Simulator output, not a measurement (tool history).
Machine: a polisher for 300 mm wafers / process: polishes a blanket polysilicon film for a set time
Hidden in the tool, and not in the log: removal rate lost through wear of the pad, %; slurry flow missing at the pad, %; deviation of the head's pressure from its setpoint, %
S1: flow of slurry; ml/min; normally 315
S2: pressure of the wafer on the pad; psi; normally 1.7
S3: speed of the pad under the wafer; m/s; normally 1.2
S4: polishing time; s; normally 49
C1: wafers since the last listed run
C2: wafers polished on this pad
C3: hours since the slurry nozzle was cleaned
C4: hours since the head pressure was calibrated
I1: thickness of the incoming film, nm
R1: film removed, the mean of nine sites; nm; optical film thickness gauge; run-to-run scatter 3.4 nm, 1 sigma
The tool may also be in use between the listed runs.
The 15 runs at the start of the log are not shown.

| run | hour | S1 | S2 | S3 | S4 | C1 | C2 | C3 | C4 | I1 | R1 |
|---|---|---|---|---|---|---|---|---|---|---|---|
| 16 | 228.2 | 315 | 1.7 | 1.2 | 49 | 172 | 1165 | 199.7 | 919.2 | 1495.8 | 297.5 |
| 17 | 237.9 | 315 | 1.7 | 1.2 | 49 | 95 | 1261 | 209.4 | 928.9 | 1521.2 | 305.6 |
| 18 | 246.8 | 315 | 1.7 | 1.2 | 49 | 87 | 1349 | 218.3 | 937.8 | 1516 | 302.6 |
| 19 | 254.2 | 280 | 1.3 | 1.2 | 49 | 72 | 1422 | 225.7 | 945.2 | 1505.8 | 231.2 |
|  | 274 | worn pad replaced by a new one |
| 20 | 295 | 280 | 1.5 | 1.2 | 49 | 362 | 206 | 266.5 | 986 | 1506.7 | 262.3 |
|  | 301.4 | slurry nozzle cleaned |
| 21 | 344.4 | 315 | 1.7 | 1.2 | 57 | 476 | 683 | 43 | 1035.4 | 1495.5 | 357.4 |
| 22 | 352.7 | 315 | 2 | 1.2 | 34 | 81 | 765 | 51.3 | 1043.7 | 1497.8 | 243.2 |
| 23 | 362.3 | 225 | 2.2 | 1.32 | 35 | 94 | 859 | 60.9 | 1053.3 | 1508.3 | 299.9 |
| 24 | 371.4 | 260 | 1.7 | 1.36 | 59 | 89 | 949 | 70 | 1062.4 | 1527.5 | 407.7 |
| 25 | 377.7 | 355 | 1.3 | 1.48 | 66 | 62 | 1011 | 76.3 | 1068.7 | 1495.6 | 377.8 |
| 26 | 391.5 | 245 | 2.1 | 1.42 | 49 | 135 | 1147 | 90.1 | 1082.5 | 1493.6 | 434.3 |
| 27 | 399.6 | 315 | 1.7 | 1.2 | 49 | 79 | 1227 | 98.2 | 1090.6 | 1512.5 | 300.2 |
| 28 | 409.7 | 210 | 1.7 | 0.9 | 39 | 99 | 1326 | 108.3 | 1100.7 | 1492.2 | 174.5 |
|  | 419.3 | worn pad replaced by a new one |
| 29 | 425 | 315 | 1.5 | 1.08 | 49 | 111 | 55 | 123.6 | 1116 | 1507 | 238.7 |
| 30 | 437.7 | 315 | 1.7 | 1.2 | 40 | 125 | 180 | 136.3 | 1128.7 | 1495.3 | 241 |
|  | 452.6 | head pressure recalibrated |
| 31 | 458.8 | 315 | 1.7 | 1.2 | 49 | 188 | 368 | 157.4 | 6.2 | 1501.3 | 328.4 |
| 32 | 472.6 | 355 | 1.7 | 1 | 66 | 135 | 504 | 171.2 | 20 | 1495.5 | 376.5 |
| 33 | 478.9 | 315 | 1.7 | 1.2 | 49 | 62 | 567 | 177.5 | 26.3 | 1490.4 | 334 |
| 34 | 488.8 | 205 | 1.3 | 1.2 | 38 | 97 | 664 | 187.4 | 36.2 | 1488.9 | 193.2 |
| 35 | 505 | 260 | 1.7 | 1.36 | 59 | 159 | 824 | 203.6 | 52.4 | 1525.6 | 449.5 |
|  | 545 | slurry nozzle cleaned |
|  | 555.9 | worn pad replaced by a new one |
| 36 | 556.4 | 355 | 1.2 | 0.8 | 55 | 457 | 4 | 11.4 | 103.8 | 1532 | 171.9 |
| 37 | 573.5 | 405 | 1.7 | 1.2 | 43 | 168 | 173 | 28.5 | 120.9 | 1516.6 | 288.5 |
| 38 | 585.2 | 315 | 1.7 | 1.2 | 66 | 115 | 288 | 40.2 | 132.6 | 1491 | 443.8 |

Each row is a separate what-if for the run after 38, all from the same tool condition, not one after another. Results?
| A | 585.6 | 315 | 1.7 | 1.06 | 49 | 3 | 292 | 40.6 | 133 | 1477.2 | ? |
| B | 585.6 | 315 | 1.7 | 1.56 | 61 | 3 | 292 | 40.6 | 133 | 1477.2 | ? |
| C | 585.6 | 415 | 1.7 | 0.88 | 57 | 3 | 292 | 40.6 | 133 | 1477.2 | ? |

| run | R1 |
|---|---|
| A | 287.5 |
| B | 526.7 |
| C | 281.5 |
Take away the tool's hidden state, keep each run's random variation, and the runs would have read:
| run | R1 |
|---|---|
| A | 293.3 |
| B | 537.3 |
| C | 287.1 |

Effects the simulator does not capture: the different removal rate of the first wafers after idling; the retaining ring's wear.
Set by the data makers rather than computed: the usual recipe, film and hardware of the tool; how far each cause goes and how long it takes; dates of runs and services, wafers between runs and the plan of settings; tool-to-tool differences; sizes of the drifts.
